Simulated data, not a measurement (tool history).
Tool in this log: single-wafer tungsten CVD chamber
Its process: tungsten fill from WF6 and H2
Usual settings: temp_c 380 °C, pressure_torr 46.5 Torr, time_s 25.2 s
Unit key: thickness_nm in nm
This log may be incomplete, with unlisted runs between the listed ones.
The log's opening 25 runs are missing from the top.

| run | hour | temp_c | pressure_torr | time_s | wafers since the last listed run | hours since the last thermocouple change | hours since the last manometer calibration | hours since the showerhead was replaced | hours since the gauge calibration | read-back reference wafer on the same gauge, thickness_nm | thickness_nm |
|---|---|---|---|---|---|---|---|---|---|---|---|
| 26 | 1200.9 | 368 | 49.6 | 26.7 | 2366 | 433.3 | 864.8 | 849.6 | 154.9 | 51.383 | 50.375 |
| 27 | 1265.2 | 380 | 55.4 | 25.2 | 2385 | 497.6 | 929.1 | 913.9 | 219.2 | 51.387 | 68.059 |
| 28 | 1324.9 | 380 | 46.5 | 27.7 | 2214 | 557.3 | 988.8 | 973.6 | 278.9 | 51.413 | 66.388 |
| 29 | 1358.2 | 372 | 38.4 | 25.2 | 1235 | 590.6 | 1022.1 | 1006.9 | 312.2 | 51.384 | 42.979 |
| 30 | 1389.5 | 391 | 52.3 | 22.1 | 1161 | 621.9 | 1053.4 | 1038.2 | 343.5 | 51.388 | 73.473 |
| 31 | 1448.3 | 376 | 54.6 | 28.7 | 2181 | 680.7 | 1112.2 | 1097 | 402.3 | 51.391 | 69.732 |
| 32 | 1490.6 | 380 | 35 | 22.2 | 1569 | 723 | 1154.5 | 1139.3 | 444.6 | 51.385 | 41.658 |
| 33 | 1538.1 | 380 | 46.5 | 25.2 | 1762 | 770.5 | 1202 | 1186.8 | 492.1 | 51.403 | 60.062 |

Forecast each of these 5 alternatives for the next run:
| A | 1538.5 | 380 | 46.5 | 25.2 | 14 | 770.9 | 1202.4 | 1187.2 | 492.5 | ? | ? |
| B | 1538.5 | 380 | 55.1 | 20.9 | 14 | 770.9 | 1202.4 | 1187.2 | 492.5 | ? | ? |
| C | 1538.5 | 392 | 52.5 | 27.4 | 14 | 770.9 | 1202.4 | 1187.2 | 492.5 | ? | ? |
| D | 1538.5 | 370 | 46.5 | 27.3 | 14 | 770.9 | 1202.4 | 1187.2 | 492.5 | ? | ? |
| E | 1538.5 | 375 | 43.4 | 21.6 | 14 | 770.9 | 1202.4 | 1187.2 | 492.5 | ? | ? |

| run | read-back reference wafer on the same gauge, thickness_nm | thickness_nm |
|---|---|---|
| A | 51.399 | 59.895 |
| B | 51.399 | 55.773 |
| C | 51.399 | 92.811 |
| D | 51.399 | 51.175 |
| E | 51.399 | 43.308 |
What these runs would have given with no unlogged condition in the tool:
| run | thickness_nm |
|---|---|
| A | 60.612 |
| B | 56.441 |
| C | 93.839 |
| D | 51.818 |
| E | 43.835 |
